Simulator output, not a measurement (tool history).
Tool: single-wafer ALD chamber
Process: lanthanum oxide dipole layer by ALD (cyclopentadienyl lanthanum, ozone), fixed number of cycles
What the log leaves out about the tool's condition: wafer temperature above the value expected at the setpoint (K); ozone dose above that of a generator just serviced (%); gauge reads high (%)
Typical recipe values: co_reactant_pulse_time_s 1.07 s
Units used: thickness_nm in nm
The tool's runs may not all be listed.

run	hour	co_reactant_pulse_time_s	wafers since the last listed run	hours since the last thermocouple change	hours since the last ozone generator service	hours since the showerhead was replaced	hours since the gauge calibration	read-back reference wafer on the same gauge, thickness_nm	thickness_nm
1	0.0	1.07	0	479.5	1198.6	1936.5	411.6	0.493	0.530
2	77.3	1.07	1171	556.8	1275.9	2013.8	488.9	0.493	0.529
3	168.8	0.85	1386	648.3	1367.4	2105.3	580.4	0.493	0.433
4	220.3	1.07	780	699.8	1418.9	2156.8	631.9	0.493	0.526
5	272.6	1.07	792	752.1	1471.2	2209.1	684.2	0.492	0.528
6	350.0	1.07	1172	829.5	1548.6	2286.5	761.6	0.492	0.517
# hour 374.2: gauge calibrated
7	393.1	0.94	653	872.6	1591.7	2329.6	18.9	0.493	0.472
8	445.8	0.94	798	925.3	1644.4	2382.3	71.6	0.493	0.473
9	493.0	1.22	715	972.5	1691.6	2429.5	118.8	0.493	0.559
# hour 525.3: ozone generator serviced
10	580.6	1.47	1206	1060.1	55.3	2517.1	206.4	0.492	0.617
# hour 642.3: showerhead replaced
# hour 644.3: thermocouple changed; heater temperature recalibrated
11	655.1	1.41	977	10.8	129.8	12.8	280.9	0.493	0.605
12	744.2	1.07	1350	99.9	218.9	101.9	370.0	0.493	0.555
13	795.1	0.91	771	150.8	269.8	152.8	420.9	0.492	0.497
14	837.8	1.07	647	193.5	312.5	195.5	463.6	0.493	0.551
15	899.7	0.89	938	255.4	374.4	257.4	525.5	0.493	0.488
16	955.1	1.07	839	310.8	429.8	312.8	580.9	0.493	0.542

Below are 4 alternative next runs, each starting from the tool's condition after run 16. Predict each:
A	955.5	0.68	6	311.2	430.2	313.2	581.3	?	?
B	955.5	0.66	6	311.2	430.2	313.2	581.3	?	?
C	955.5	1.20	6	311.2	430.2	313.2	581.3	?	?
D	955.5	1.50	6	311.2	430.2	313.2	581.3	?	?

run	read-back reference wafer on the same gauge, thickness_nm	thickness_nm
A	0.493	0.336
B	0.493	0.317
C	0.493	0.575
D	0.493	0.611
Had the tool no hidden state, the same runs would have come out as:
run	thickness_nm
A	0.356
B	0.337
C	0.587
D	0.617

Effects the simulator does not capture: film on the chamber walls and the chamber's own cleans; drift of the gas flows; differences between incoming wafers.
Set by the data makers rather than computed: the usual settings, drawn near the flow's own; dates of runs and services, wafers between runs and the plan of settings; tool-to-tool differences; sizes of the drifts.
